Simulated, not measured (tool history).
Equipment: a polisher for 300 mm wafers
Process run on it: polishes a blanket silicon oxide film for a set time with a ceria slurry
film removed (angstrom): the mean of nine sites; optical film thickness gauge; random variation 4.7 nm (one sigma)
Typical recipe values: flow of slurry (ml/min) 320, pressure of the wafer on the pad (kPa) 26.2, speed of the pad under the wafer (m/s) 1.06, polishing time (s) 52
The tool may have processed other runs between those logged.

run	hour	flow of slurry (ml/min)	pressure of the wafer on the pad (kPa)	speed of the pad under the wafer (m/s)	polishing time (s)	wafers since the last listed run	wafers polished on this pad	hours since the slurry nozzle was cleaned	hours since the head pressure was calibrated	incoming thickness of the incoming film, nm	film removed (angstrom)
1	0.0	260	20.7	1.06	52	0	3923	60.1	740.8	1062.1	2644
# hour 52.1: worn pad replaced by a new one
2	70.8	260	20.7	1.06	52	1037	290	130.9	811.6	1053.0	2639
3	119.3	260	20.7	1.06	52	753	1043	179.4	860.1	1032.2	2680
4	161.7	320	26.2	1.06	61	658	1701	221.8	902.5	1029.1	3914
5	201.7	320	26.2	1.06	61	621	2322	261.8	942.5	1051.8	3809
6	268.3	320	26.2	1.06	61	1034	3357	328.4	1009.1	1055.8	3832
7	302.1	320	26.2	1.06	52	524	3881	362.2	1042.9	1047.9	3227
8	345.4	320	26.2	1.06	52	672	4554	405.5	1086.2	1050.9	3198
# hour 358.4: worn pad replaced by a new one
9	370.4	320	26.2	1.06	52	326	185	430.5	1111.2	1061.2	3235
10	418.6	320	26.2	1.06	52	748	934	478.7	1159.4	1068.5	3273
11	490.5	320	31.7	1.06	52	1116	2050	550.6	1231.3	1058.1	3679
12	557.7	320	31.7	1.06	52	1043	3094	617.8	1298.5	1059.8	3751
# hour 582.7: slurry nozzle cleaned
# hour 603.4: head pressure recalibrated
13	615.7	320	26.2	1.06	52	853	3948	33.0	12.3	1054.4	3471
14	657.9	320	26.2	1.06	52	655	4603	75.2	54.5	1028.4	3447
15	685.2	320	26.2	1.06	52	423	5027	102.5	81.8	1037.4	3539
# hour 739.9: worn pad replaced by a new one
16	751.6	320	26.2	1.06	52	968	180	168.9	148.2	1040.2	3532
17	801.7	320	26.2	1.06	52	777	958	219.0	198.3	1072.1	3422
18	869.5	400	33.1	1.32	62	1052	2011	286.8	266.1	1048.8	6504
19	939.9	320	26.2	1.40	52	1093	3104	357.2	336.5	1038.6	4583
20	974.8	320	26.2	1.06	52	541	3646	392.1	371.4	1043.9	3397
21	1041.9	390	26.2	1.06	52	1041	4688	459.2	438.5	1073.3	3426
# hour 1058.7: worn pad replaced by a new one
22	1105.1	320	26.2	1.06	35	919	720	522.4	501.7	1049.7	2283
23	1149.8	320	26.2	1.06	63	694	1414	567.1	546.4	1054.8	4125
# hour 1170.6: slurry nozzle cleaned
24	1187.5	375	28.3	0.94	46	569	1983	16.9	584.1	1046.7	2861
25	1248.1	320	26.2	1.06	68	940	2924	77.5	644.7	1030.0	4318
26	1317.7	320	26.2	1.06	52	1080	4005	147.1	714.3	1059.3	3277
27	1342.9	320	26.2	1.06	52	391	4396	172.3	739.5	1062.8	3274
28	1399.8	320	26.2	1.06	52	883	5280	229.2	796.4	1062.5	3299
29	1439.2	320	34.5	1.26	52	611	5892	268.6	835.8	1046.2	4959
# hour 1461.3: worn pad replaced by a new one
30	1495.5	320	26.2	1.06	45	812	530	324.9	892.1	1043.1	2844
31	1538.6	320	26.2	1.06	52	669	1199	368.0	935.2	1067.9	3267
32	1592.1	280	31.7	0.74	38	830	2030	421.5	988.7	1032.5	1948
33	1662.9	320	26.2	1.06	69	1099	3129	492.3	1059.5	1042.1	4223
# hour 1671.1: slurry nozzle cleaned
34	1711.2	320	26.2	1.06	52	734	3863	40.1	1107.8	1054.2	3190
# hour 1769.1: worn pad replaced by a new one
35	1777.7	400	31.0	0.92	46	970	133	106.6	1174.3	1059.8	2845

Measured less the same run without the tool's hidden state. The same run-to-run variation is in both; the gauge's scatter may not be:
Hidden state at play: removal rate lost through wear of the pad, %; slurry flow missing at the pad, %; deviation of the head's pressure from its setpoint, %.
run	film removed (angstrom)
1	-97
2	-113
3	-126
4	-199
5	-207
6	-232
7	-205
8	-216
9	-226
10	-244
11	-299
12	-328
13	+56
14	+44
15	+38
16	+19
17	+4
18	-29
19	-46
20	-44
21	-64
22	-55
23	-115
24	-88
25	-157
26	-139
27	-146
28	-164
29	-265
30	-166
31	-204
32	-132
33	-312
34	-250
35	-241
